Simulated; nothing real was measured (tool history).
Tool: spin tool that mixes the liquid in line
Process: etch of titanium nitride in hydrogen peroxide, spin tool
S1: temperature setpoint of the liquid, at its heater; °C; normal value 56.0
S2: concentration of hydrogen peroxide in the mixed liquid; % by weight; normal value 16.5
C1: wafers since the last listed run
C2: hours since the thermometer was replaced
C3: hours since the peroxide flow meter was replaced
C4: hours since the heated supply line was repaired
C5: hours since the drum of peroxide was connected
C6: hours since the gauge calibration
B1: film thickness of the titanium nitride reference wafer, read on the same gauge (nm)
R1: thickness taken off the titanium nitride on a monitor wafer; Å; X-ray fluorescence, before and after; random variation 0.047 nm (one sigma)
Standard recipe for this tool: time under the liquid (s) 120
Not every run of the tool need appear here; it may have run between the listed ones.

run 1 day=0.000 | S1=53.0 S2=16.5 time_under_the_liquid_(s)=120 | C1=0 C2=118.2 C3=1116.5 C4=2507.9 C5=326.7 C6=2321.9 | B1=140.00 | R1=47.0
-- day=1.083 gauge calibrated
run 2 day=3.188 | S1=53.0 S2=16.5 time_under_the_liquid_(s)=120 | C1=775 C2=194.7 C3=1193.0 C4=2584.4 C5=403.2 C6=50.5 | B1=140.03 | R1=46.8
run 3 day=6.075 | S1=53.0 S2=16.5 time_under_the_liquid_(s)=120 | C1=702 C2=264.0 C3=1262.3 C4=2653.7 C5=472.5 C6=119.8 | B1=140.01 | R1=47.0
run 4 day=9.158 | S1=63.0 S2=16.5 time_under_the_liquid_(s)=120 | C1=750 C2=338.0 C3=1336.3 C4=2727.7 C5=546.5 C6=193.8 | B1=140.01 | R1=95.5
-- day=9.308 peroxide flow meter replaced
run 5 day=12.700 | S1=62.0 S2=19.0 time_under_the_liquid_(s)=120 | C1=851 C2=423.0 C3=81.4 C4=2812.7 C5=631.5 C6=278.8 | B1=139.99 | R1=92.4
run 6 day=15.729 | S1=56.0 S2=16.5 time_under_the_liquid_(s)=120 | C1=736 C2=495.7 C3=154.1 C4=2885.4 C5=704.2 C6=351.5 | B1=139.98 | R1=58.9
-- day=18.833 new drum of peroxide connected
run 7 day=19.625 | S1=56.0 S2=16.5 time_under_the_liquid_(s)=120 | C1=937 C2=589.2 C3=247.6 C4=2978.9 C5=19.0 C6=445.0 | B1=139.97 | R1=58.8
run 8 day=22.475 | S1=56.0 S2=16.5 time_under_the_liquid_(s)=120 | C1=693 C2=657.6 C3=316.0 C4=3047.3 C5=87.4 C6=513.4 | B1=140.00 | R1=58.4
run 9 day=24.675 | S1=52.0 S2=16.5 time_under_the_liquid_(s)=120 | C1=535 C2=710.4 C3=368.8 C4=3100.1 C5=140.2 C6=566.2 | B1=139.97 | R1=44.7
run 10 day=29.012 | S1=59.0 S2=16.5 time_under_the_liquid_(s)=140 | C1=1055 C2=814.5 C3=472.9 C4=3204.2 C5=244.3 C6=670.3 | B1=140.00 | R1=86.3
run 11 day=31.183 | S1=56.0 S2=16.5 time_under_the_liquid_(s)=120 | C1=528 C2=866.6 C3=525.0 C4=3256.3 C5=296.4 C6=722.4 | B1=139.98 | R1=59.3
run 12 day=32.967 | S1=56.0 S2=18.5 time_under_the_liquid_(s)=120 | C1=433 C2=909.4 C3=567.8 C4=3299.1 C5=339.2 C6=765.2 | B1=139.98 | R1=60.2
-- day=33.767 thermometer replaced
-- day=35.433 heated supply line repaired
run 13 day=36.279 | S1=56.0 S2=12.5 time_under_the_liquid_(s)=120 | C1=785 C2=60.3 C3=647.3 C4=20.3 C5=418.7 C6=844.7 | B1=140.00 | R1=58.4
run 14 day=39.871 | S1=51.0 S2=16.5 time_under_the_liquid_(s)=120 | C1=873 C2=146.5 C3=733.5 C4=106.5 C5=504.9 C6=930.9 | B1=140.02 | R1=43.5
run 15 day=42.800 | S1=56.0 S2=16.5 time_under_the_liquid_(s)=120 | C1=712 C2=216.8 C3=803.8 C4=176.8 C5=575.2 C6=1001.2 | B1=140.02 | R1=61.6
run 16 day=44.625 | S1=56.0 S2=16.5 time_under_the_liquid_(s)=120 | C1=443 C2=260.6 C3=847.6 C4=220.6 C5=619.0 C6=1045.0 | B1=140.00 | R1=62.0
run 17 day=47.612 | S1=56.0 S2=16.5 time_under_the_liquid_(s)=120 | C1=726 C2=332.3 C3=919.3 C4=292.3 C5=690.7 C6=1116.7 | B1=139.99 | R1=60.8
run 18 day=50.575 | S1=60.5 S2=21.0 time_under_the_liquid_(s)=120 | C1=720 C2=403.4 C3=990.4 C4=363.4 C5=761.8 C6=1187.8 | B1=139.98 | R1=89.8
-- day=51.092 new drum of peroxide connected
run 19 day=53.438 | S1=66.0 S2=16.5 time_under_the_liquid_(s)=145 | C1=686 C2=472.1 C3=1059.1 C4=432.1 C5=56.3 C6=1256.5 | B1=140.04 | R1=145.2
run 20 day=56.538 | S1=51.0 S2=21.5 time_under_the_liquid_(s)=70 | C1=754 C2=546.5 C3=1133.5 C4=506.5 C5=130.7 C6=1330.9 | B1=140.04 | R1=27.3
run 21 day=60.312 | S1=46.0 S2=19.5 time_under_the_liquid_(s)=140 | C1=918 C2=637.1 C3=1224.1 C4=597.1 C5=221.3 C6=1421.5 | B1=140.02 | R1=36.4
-- day=61.800 peroxide flow meter replaced
run 22 day=63.325 | S1=56.0 S2=16.5 time_under_the_liquid_(s)=120 | C1=722 C2=709.4 C3=36.6 C4=669.4 C5=293.6 C6=1493.8 | B1=140.01 | R1=63.2
run 23 day=65.975 | S1=56.0 S2=16.5 time_under_the_liquid_(s)=120 | C1=644 C2=773.0 C3=100.2 C4=733.0 C5=357.2 C6=1557.4 | B1=139.98 | R1=63.2
-- day=66.838 thermometer replaced
run 24 day=67.717 | S1=60.0 S2=16.5 time_under_the_liquid_(s)=160 | C1=413 C2=21.1 C3=142.0 C4=774.8 C5=399.0 C6=1599.2 | B1=140.01 | R1=104.9
run 25 day=70.467 | S1=65.5 S2=12.0 time_under_the_liquid_(s)=100 | C1=668 C2=87.1 C3=208.0 C4=840.8 C5=465.0 C6=1665.2 | B1=139.99 | R1=88.2

What differs in the tool's unlogged condition from the final listed run ahead of each entry between runs to the first listed run following it?
From run 1 to run 2: gauge calibrated (day 1.083)
  liquid hotter than its thermometer reads (K): 0.281 -> 0.36; temperature lost on the way to the wafer (K): 1.12 -> 1.16
  measured minus no-state result, R1: -2.9 -> -2.7 Å
From run 4 to run 5: peroxide flow meter replaced (day 9.308)
  liquid hotter than its thermometer reads (K): 0.508 -> 0.596; temperature lost on the way to the wafer (K): 1.22 -> 1.25
  measured minus no-state result, R1: -4.7 -> -4.2 Å
From run 6 to run 7: new drum of peroxide connected (day 18.833)
  liquid hotter than its thermometer reads (K): 0.671 -> 0.767; temperature lost on the way to the wafer (K): 1.29 -> 1.33
  measured minus no-state result, R1: -2.6 -> -2.4 Å
From run 12 to run 13: thermometer replaced (day 33.767); heated supply line repaired (day 35.433)
  liquid hotter than its thermometer reads (K): 1.1 -> 0.0774; temperature lost on the way to the wafer (K): 1.46 -> 0.0982
  measured minus no-state result, R1: -1.5 -> -0.1 Å
From run 18 to run 19: new drum of peroxide connected (day 51.092)
  liquid hotter than its thermometer reads (K): 0.432 -> 0.502; temperature lost on the way to the wafer (K): 0.245 -> 0.275
  measured minus no-state result, R1: +1.1 -> +2.1 Å
From run 21 to run 22: peroxide flow meter replaced (day 61.800)
  liquid hotter than its thermometer reads (K): 0.673 -> 0.747; temperature lost on the way to the wafer (K): 0.346 -> 0.377
  measured minus no-state result, R1: +0.9 -> +1.6 Å
From run 23 to run 24: thermometer replaced (day 66.838)
  liquid hotter than its thermometer reads (K): 0.813 -> 0.0333; temperature lost on the way to the wafer (K): 0.404 -> 0.422
  measured minus no-state result, R1: +1.8 -> -2.8 Å
